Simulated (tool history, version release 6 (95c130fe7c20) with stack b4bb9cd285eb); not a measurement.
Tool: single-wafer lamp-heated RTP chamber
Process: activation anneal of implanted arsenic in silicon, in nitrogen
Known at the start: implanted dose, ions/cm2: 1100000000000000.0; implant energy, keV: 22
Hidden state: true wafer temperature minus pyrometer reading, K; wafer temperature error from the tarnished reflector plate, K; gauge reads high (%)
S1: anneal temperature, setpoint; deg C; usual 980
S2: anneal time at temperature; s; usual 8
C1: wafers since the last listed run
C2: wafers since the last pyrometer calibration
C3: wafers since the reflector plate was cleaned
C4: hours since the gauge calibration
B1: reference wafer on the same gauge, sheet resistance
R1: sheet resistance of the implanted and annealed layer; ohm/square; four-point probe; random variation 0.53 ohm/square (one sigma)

run,hour,S1,S2,C1,C2,C3,C4,B1,R1
1,0,998,11,0,5859,5859,105.8,128.83,134.6
2,11.4,998,11,279,6139,6139,117.2,129.05,135.19
3,22.5,998,11,272,6411,6411,128.3,129.14,134.62
4,37.7,980,8,372,6783,6783,143.5,129.01,144.16
5,49.7,980,8,294,7078,7078,155.5,129,144.74
6,64.8,980,8,370,7448,7448,170.6,129.08,143.69
7,76.5,980,8,286,7735,7735,182.3,129.07,143.62
# hour 88.1: pyrometer window cleaned and pyrometer calibrated
8,88.6,980,5,100,12,7835,194.4,129.1,149.3
# hour 108.4: reflector plate cleaned
9,108.9,980,5,301,313,13,214.7,129.15,146.81
10,109.8,980,8,22,335,35,215.6,129.06,141.43
11,119.2,980,8,230,566,265,225,128.93,142.73
12,125.4,980,8,152,718,417,231.2,129.03,142.7
13,136.1,962,13,262,980,680,241.9,128.94,144.16
14,149.5,998,13,328,1309,1008,255.3,129.12,131.21
# hour 163.1: reflector plate cleaned, repeated, since the last time left the tool worse
# hour 163.3: gauge calibrated
15,164.5,989,8,171,1481,34,1.2,129.02,142.09
16,175.3,1004,8,264,1745,299,12,128.97,137.5
17,184.2,980,8,218,1964,517,20.9,129.08,146.3
18,200.8,968,4,407,2371,924,37.5,129.03,156.99
19,216.3,965,12,380,2751,1304,53,129.09,148.51
20,260.7,980,8,1088,3840,2393,97.4,128.83,145.44
21,272.1,989,8,279,4119,2672,108.8,129.04,142.77
22,289.6,992,6,429,4548,3101,126.3,129.25,144.55

Hidden state or all else? Some run-to-run changes of R1, split into what the settings, what came in and random variation would give without the hidden state, and what is left for the hidden state (with any gauge scatter that isn't in both results):
Run 8 -> 9: reflector plate cleaned. R1 -2.49 ohm/square: hidden state -1.43, all else -1.06.
Run 13 -> 14: S1 962 -> 998. R1 -12.95 ohm/square: hidden state +0.85, all else -13.8.
Run 14 -> 15: S1 998 -> 989, S2 13 -> 8, reflector plate cleaned, repeated, since the last time left the tool worse, gauge calibrated. R1 +10.88 ohm/square: hidden state +3.18, all else +7.7.
